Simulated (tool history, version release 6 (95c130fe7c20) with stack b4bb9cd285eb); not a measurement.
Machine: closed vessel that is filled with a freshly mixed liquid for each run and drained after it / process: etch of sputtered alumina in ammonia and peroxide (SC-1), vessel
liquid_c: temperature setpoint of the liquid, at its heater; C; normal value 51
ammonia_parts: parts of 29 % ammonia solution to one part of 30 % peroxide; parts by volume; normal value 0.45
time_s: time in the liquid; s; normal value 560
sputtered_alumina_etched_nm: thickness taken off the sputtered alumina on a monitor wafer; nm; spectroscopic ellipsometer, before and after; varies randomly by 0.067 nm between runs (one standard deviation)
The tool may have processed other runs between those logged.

run	hour	liquid_c	ammonia_parts	time_s	read-back film thickness of the sputtered alumina reference wafer, read on the same gauge (nm)	sputtered_alumina_etched_nm
1	0	51	0.45	560	147.01	21.21
2	31.6	51	0.45	560	146.87	21.1
# hour 40.7: new drum of ammonia solution connected
3	49.9	51	0.45	560	146.85	21.13
4	83.6	51	0.45	560	146.73	21.01
5	115.4	51	0.3	560	146.65	20.18
6	140.5	51	0.3	560	146.61	20.34
7	175.9	51	0.45	560	146.56	20.98
8	210.6	51	0.45	560	146.48	20.99
9	227.5	51	0.45	560	146.48	21.13
10	242.9	51	0.45	380	146.45	14.25
# hour 248.9: thermometer replaced
# hour 256.2: gauge calibrated
11	257.7	51	0.45	560	150.07	21.6
12	289.2	51	0.45	560	149.54	21.38
13	312.3	55.5	0.5	245	149.16	12.06
14	339.5	51	0.6	560	148.8	22.01
15	351.9	51	0.45	320	148.6	12.21
16	365.6	51	0.45	560	148.47	21.38
17	395.7	51	0.25	230	148.12	8.26
18	411	51	0.45	560	147.98	21.36
19	444.8	51	0.45	560	147.67	21.25
# hour 470.9: new drum of ammonia solution connected
20	471.8	51	0.45	870	147.45	32.69
# hour 475.5: ammonia flow meter replaced
21	509.5	56.5	0.5	560	147.16	28.8
22	531.7	51	0.45	850	147.05	32.08
23	559.6	55.5	0.3	675	146.92	31.26
24	587.5	51	0.45	560	146.79	20.96
25	605.7	51	0.45	560	146.71	21.11
26	639	47	0.4	560	146.56	16.83
27	670.2	51	0.45	560	146.45	21.19
28	694.8	51	0.45	330	146.37	12.42

Here are 4 independent what-if runs from the current tool condition. What would each one return?
A	695.6	51	0.65	560	?	?
B	695.6	46	0.55	860	?	?
C	695.6	45	0.4	560	?	?
D	695.6	51	0.6	325	?	?

run	read-back film thickness of the sputtered alumina reference wafer, read on the same gauge (nm)	sputtered_alumina_etched_nm
A	146.37	21.77
B	146.37	24.92
C	146.37	14.87
D	146.37	12.54
What these runs would have given with no unlogged condition in the tool:
run	sputtered_alumina_etched_nm
A	22.31
B	25.54
C	15.24
D	12.85
